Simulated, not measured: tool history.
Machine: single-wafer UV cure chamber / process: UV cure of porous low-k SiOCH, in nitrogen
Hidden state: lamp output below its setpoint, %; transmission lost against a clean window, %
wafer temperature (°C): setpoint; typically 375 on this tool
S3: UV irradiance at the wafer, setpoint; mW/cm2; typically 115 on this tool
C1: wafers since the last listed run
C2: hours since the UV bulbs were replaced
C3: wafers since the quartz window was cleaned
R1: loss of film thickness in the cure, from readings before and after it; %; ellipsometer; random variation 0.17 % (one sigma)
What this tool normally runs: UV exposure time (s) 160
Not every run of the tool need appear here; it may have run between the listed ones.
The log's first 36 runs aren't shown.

run 37 hour=937.4 | wafer_temperature_(°C)=375 UV_exposure_time_(s)=160 S3=134 | C1=95 C2=2415.9 C3=1084 | R1=9.407
run 38 hour=969.4 | wafer_temperature_(°C)=375 UV_exposure_time_(s)=160 S3=115 | C1=167 C2=2447.9 C3=1251 | R1=8.371
-- hour=979.6 UV bulbs replaced
run 39 hour=1002.8 | wafer_temperature_(°C)=375 UV_exposure_time_(s)=215 S3=115 | C1=133 C2=23.2 C3=1384 | R1=11.276
run 40 hour=1020.3 | wafer_temperature_(°C)=375 UV_exposure_time_(s)=160 S3=115 | C1=91 C2=40.7 C3=1476 | R1=9.907
run 41 hour=1047.1 | wafer_temperature_(°C)=384 UV_exposure_time_(s)=190 S3=115 | C1=140 C2=67.5 C3=1616 | R1=10.774
run 42 hour=1061.2 | wafer_temperature_(°C)=375 UV_exposure_time_(s)=160 S3=115 | C1=73 C2=81.6 C3=1690 | R1=10.1
run 43 hour=1096.5 | wafer_temperature_(°C)=392 UV_exposure_time_(s)=160 S3=115 | C1=184 C2=116.9 C3=1875 | R1=10.27
run 44 hour=1132 | wafer_temperature_(°C)=355 UV_exposure_time_(s)=160 S3=152 | C1=185 C2=152.4 C3=2061 | R1=10.311
run 45 hour=1149.8 | wafer_temperature_(°C)=375 UV_exposure_time_(s)=160 S3=115 | C1=93 C2=170.2 C3=2154 | R1=9.667
run 46 hour=1180.1 | wafer_temperature_(°C)=375 UV_exposure_time_(s)=160 S3=115 | C1=158 C2=200.5 C3=2313 | R1=9.908
run 47 hour=1197.6 | wafer_temperature_(°C)=375 UV_exposure_time_(s)=130 S3=115 | C1=91 C2=218 C3=2405 | R1=8.949
run 48 hour=1228.5 | wafer_temperature_(°C)=375 UV_exposure_time_(s)=195 S3=146 | C1=161 C2=248.9 C3=2566 | R1=11.745

5 ways to go on from here, each from the tool as it stands after run 48. What would each give?
run A hour=1229 | wafer_temperature_(°C)=375 UV_exposure_time_(s)=160 S3=115 | C1=2 C2=249.4 C3=2569 | R1=?
run B hour=1229 | wafer_temperature_(°C)=366 UV_exposure_time_(s)=125 S3=152 | C1=2 C2=249.4 C3=2569 | R1=?
run C hour=1229 | wafer_temperature_(°C)=391 UV_exposure_time_(s)=160 S3=115 | C1=2 C2=249.4 C3=2569 | R1=?
run D hour=1229 | wafer_temperature_(°C)=359 UV_exposure_time_(s)=110 S3=141 | C1=2 C2=249.4 C3=2569 | R1=?
run E hour=1229 | wafer_temperature_(°C)=360 UV_exposure_time_(s)=200 S3=144 | C1=2 C2=249.4 C3=2569 | R1=?

run=A R1=9.655
run=B R1=9.631
run=C R1=9.936
run=D R1=8.642
run=E R1=11.356
Had the tool no hidden state, the same runs would have come out as:
run=A R1=10.298
run=B R1=10.273
run=C R1=10.584
run=D R1=9.265
run=E R1=12.032
